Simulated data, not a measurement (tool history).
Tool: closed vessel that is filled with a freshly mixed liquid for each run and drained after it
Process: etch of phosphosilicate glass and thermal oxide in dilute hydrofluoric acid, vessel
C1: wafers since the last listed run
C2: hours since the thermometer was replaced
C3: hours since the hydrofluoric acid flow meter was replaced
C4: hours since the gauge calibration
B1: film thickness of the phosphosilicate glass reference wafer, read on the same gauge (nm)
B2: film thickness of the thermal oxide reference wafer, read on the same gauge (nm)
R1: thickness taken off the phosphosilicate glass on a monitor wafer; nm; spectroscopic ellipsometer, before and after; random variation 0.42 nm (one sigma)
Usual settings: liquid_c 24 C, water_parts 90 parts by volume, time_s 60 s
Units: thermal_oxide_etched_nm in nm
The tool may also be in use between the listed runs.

{"run": 1, "day": 0.0, "liquid_c": 24, "water_parts": 115, "time_s": 60, "C1": 0, "C2": 1937.1, "C3": 1504, "C4": 12.4, "B1": 50.03, "B2": 90.01, "R1": 64.57, "thermal_oxide_etched_nm": 2.325}
{"run": 2, "day": 0.45, "liquid_c": 24, "water_parts": 115, "time_s": 60, "C1": 943, "C2": 1947.9, "C3": 1514.8, "C4": 23.2, "B1": 49.99, "B2": 89.978, "R1": 64.39, "thermal_oxide_etched_nm": 2.327}
{"run": 3, "day": 0.858, "liquid_c": 24, "water_parts": 90, "time_s": 50, "C1": 856, "C2": 1957.7, "C3": 1524.6, "C4": 33, "B1": 50.01, "B2": 90.003, "R1": 70.36, "thermal_oxide_etched_nm": 2.61}
{"run": 4, "day": 1.271, "liquid_c": 24, "water_parts": 90, "time_s": 50, "C1": 864, "C2": 1967.6, "C3": 1534.5, "C4": 42.9, "B1": 50.03, "B2": 89.933, "R1": 70.7, "thermal_oxide_etched_nm": 2.555}
{"day": 1.379, "done": "thermometer replaced"}
{"run": 5, "day": 1.992, "liquid_c": 24, "water_parts": 90, "time_s": 50, "C1": 1423, "C2": 14.7, "C3": 1551.8, "C4": 60.2, "B1": 50.03, "B2": 89.975, "R1": 64.48, "thermal_oxide_etched_nm": 2.312}
{"run": 6, "day": 2.692, "liquid_c": 24, "water_parts": 90, "time_s": 60, "C1": 1467, "C2": 31.5, "C3": 1568.6, "C4": 77, "B1": 49.99, "B2": 90.001, "R1": 77.44, "thermal_oxide_etched_nm": 2.774}
{"run": 7, "day": 3.212, "liquid_c": 22.5, "water_parts": 115, "time_s": 80, "C1": 1091, "C2": 44, "C3": 1581.1, "C4": 89.5, "B1": 49.98, "B2": 89.962, "R1": 73.84, "thermal_oxide_etched_nm": 2.719}
{"run": 8, "day": 3.762, "liquid_c": 24, "water_parts": 60, "time_s": 60, "C1": 1153, "C2": 57.2, "C3": 1594.3, "C4": 102.7, "B1": 50.03, "B2": 90.009, "R1": 122.28, "thermal_oxide_etched_nm": 4.4}
{"run": 9, "day": 4.058, "liquid_c": 24, "water_parts": 90, "time_s": 60, "C1": 620, "C2": 64.3, "C3": 1601.4, "C4": 109.8, "B1": 49.99, "B2": 89.974, "R1": 77.84, "thermal_oxide_etched_nm": 2.824}
{"run": 10, "day": 4.479, "liquid_c": 24, "water_parts": 135, "time_s": 35, "C1": 882, "C2": 74.4, "C3": 1611.5, "C4": 119.9, "B1": 49.99, "B2": 90.026, "R1": 28.34, "thermal_oxide_etched_nm": 1.033}
{"run": 11, "day": 4.967, "liquid_c": 24, "water_parts": 75, "time_s": 60, "C1": 1021, "C2": 86.1, "C3": 1623.2, "C4": 131.6, "B1": 49.98, "B2": 89.983, "R1": 95.22, "thermal_oxide_etched_nm": 3.413}
{"run": 12, "day": 5.658, "liquid_c": 24, "water_parts": 90, "time_s": 60, "C1": 1449, "C2": 102.7, "C3": 1639.8, "C4": 148.2, "B1": 49.98, "B2": 89.984, "R1": 77.86, "thermal_oxide_etched_nm": 2.817}
{"run": 13, "day": 6.308, "liquid_c": 26.5, "water_parts": 90, "time_s": 60, "C1": 1362, "C2": 118.3, "C3": 1655.4, "C4": 163.8, "B1": 50, "B2": 90.024, "R1": 84.7, "thermal_oxide_etched_nm": 3.077}
{"run": 14, "day": 6.792, "liquid_c": 24, "water_parts": 90, "time_s": 60, "C1": 1013, "C2": 129.9, "C3": 1667, "C4": 175.4, "B1": 50.01, "B2": 89.986, "R1": 78.57, "thermal_oxide_etched_nm": 2.776}
{"run": 15, "day": 7.442, "liquid_c": 24, "water_parts": 90, "time_s": 60, "C1": 1362, "C2": 145.5, "C3": 1682.6, "C4": 191, "B1": 50, "B2": 90.059, "R1": 78.03, "thermal_oxide_etched_nm": 2.816}
{"day": 8.029, "done": "hydrofluoric acid flow meter replaced"}
{"run": 16, "day": 8.088, "liquid_c": 28, "water_parts": 70, "time_s": 60, "C1": 1266, "C2": 161, "C3": 1.4, "C4": 206.5, "B1": 49.99, "B2": 89.987, "R1": 121.3, "thermal_oxide_etched_nm": 4.433}
{"run": 17, "day": 9.125, "liquid_c": 24, "water_parts": 90, "time_s": 60, "C1": 2174, "C2": 185.9, "C3": 26.3, "C4": 231.4, "B1": 50, "B2": 89.933, "R1": 78.41, "thermal_oxide_etched_nm": 2.844}
{"run": 18, "day": 9.808, "liquid_c": 24, "water_parts": 90, "time_s": 60, "C1": 1432, "C2": 202.3, "C3": 42.7, "C4": 247.8, "B1": 49.96, "B2": 89.984, "R1": 78.18, "thermal_oxide_etched_nm": 2.827}
{"run": 19, "day": 10.417, "liquid_c": 19.5, "water_parts": 60, "time_s": 35, "C1": 1275, "C2": 216.9, "C3": 57.3, "C4": 262.4, "B1": 50, "B2": 90.003, "R1": 58.78, "thermal_oxide_etched_nm": 2.152}
{"run": 20, "day": 11.012, "liquid_c": 24, "water_parts": 90, "time_s": 60, "C1": 1249, "C2": 231.2, "C3": 71.6, "C4": 276.7, "B1": 50.03, "B2": 90.022, "R1": 78.26, "thermal_oxide_etched_nm": 2.808}
{"run": 21, "day": 11.675, "liquid_c": 24, "water_parts": 75, "time_s": 40, "C1": 1388, "C2": 247.1, "C3": 87.5, "C4": 292.6, "B1": 50.02, "B2": 89.996, "R1": 63.87, "thermal_oxide_etched_nm": 2.298}
{"run": 22, "day": 12.2, "liquid_c": 24, "water_parts": 110, "time_s": 35, "C1": 1100, "C2": 259.7, "C3": 100.1, "C4": 305.2, "B1": 50, "B2": 90.001, "R1": 36.36, "thermal_oxide_etched_nm": 1.318}
{"run": 23, "day": 12.821, "liquid_c": 24, "water_parts": 105, "time_s": 80, "C1": 1301, "C2": 274.6, "C3": 115, "C4": 320.1, "B1": 50.02, "B2": 89.979, "R1": 87.83, "thermal_oxide_etched_nm": 3.191}
{"run": 24, "day": 13.371, "liquid_c": 28.5, "water_parts": 90, "time_s": 90, "C1": 1153, "C2": 287.8, "C3": 128.2, "C4": 333.3, "B1": 50, "B2": 89.982, "R1": 139.3, "thermal_oxide_etched_nm": 5.069}
{"run": 25, "day": 13.825, "liquid_c": 24, "water_parts": 120, "time_s": 60, "C1": 952, "C2": 298.7, "C3": 139.1, "C4": 344.2, "B1": 50.01, "B2": 89.976, "R1": 56.64, "thermal_oxide_etched_nm": 2.074}
{"run": 26, "day": 14.192, "liquid_c": 27.5, "water_parts": 45, "time_s": 70, "C1": 768, "C2": 307.5, "C3": 147.9, "C4": 353, "B1": 49.99, "B2": 90.017, "R1": 223.55, "thermal_oxide_etched_nm": 8.122}

What the log doesn't show, run by run:
hydrofluoric acid flow below the setpoint (%): 0 in every run
gauge reads high (%): 0 in every run
H1: liquid hotter than its thermometer reads (K)
run=1 H1=2.63
run=2 H1=2.65
run=3 H1=2.66
run=4 H1=2.67
run=5 H1=0.214
run=6 H1=0.235
run=7 H1=0.251
run=8 H1=0.268
run=9 H1=0.277
run=10 H1=0.29
run=11 H1=0.305
run=12 H1=0.326
run=13 H1=0.346
run=14 H1=0.36
run=15 H1=0.38
run=16 H1=0.4
run=17 H1=0.431
run=18 H1=0.452
run=19 H1=0.471
run=20 H1=0.489
run=21 H1=0.509
run=22 H1=0.525
run=23 H1=0.544
run=24 H1=0.561
run=25 H1=0.575
run=26 H1=0.586
